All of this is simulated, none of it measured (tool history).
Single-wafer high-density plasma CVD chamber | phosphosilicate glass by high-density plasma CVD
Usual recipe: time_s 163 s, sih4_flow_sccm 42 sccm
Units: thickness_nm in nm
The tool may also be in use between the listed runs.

run	day	time_s	sih4_flow_sccm	read-back reference wafer on the same gauge, thickness_nm	thickness_nm
1	0.000	163	42	679.773	636.239
2	3.667	163	42	680.044	638.176
3	5.367	163	42	679.702	635.766
4	8.058	138	42	680.119	539.920
5	12.233	163	42	679.939	636.524
6	15.138	163	42	680.032	633.584
7	17.279	163	42	679.938	630.342
8	20.621	163	42	680.183	631.520
# day 22.933: silane flow controller replaced
9	24.667	163	42	679.789	650.175
10	28.838	163	42	679.924	651.999
11	32.008	163	42	680.405	648.409
# day 33.150: gauge calibrated
12	36.325	163	42	679.641	647.113
13	40.325	195	50	679.894	912.364
14	42.967	185	45	680.548	784.808
15	47.258	179	37	679.827	636.911
16	50.317	151	46	680.177	653.574
17	53.321	150	42	680.180	598.282
18	56.462	163	42	679.935	647.660
19	59.183	182	47	680.048	801.317
20	60.821	147	50	679.554	683.733
21	64.608	163	42	680.157	648.625
22	67.638	163	42	679.771	647.684

Give the tool's hidden conditions for every run:
gauge reads high (%): 0 across all the runs
H1: delivered silane flow above the setpoint (%)
run	H1
1	-2.71
2	-2.9
3	-2.99
4	-3.13
5	-3.36
6	-3.52
7	-3.64
8	-3.84
9	-0.454
10	-0.461
11	-0.47
12	-0.49
13	-0.514
14	-0.534
15	-0.572
16	-0.604
17	-0.639
18	-0.679
19	-0.717
20	-0.742
21	-0.802
22	-0.854
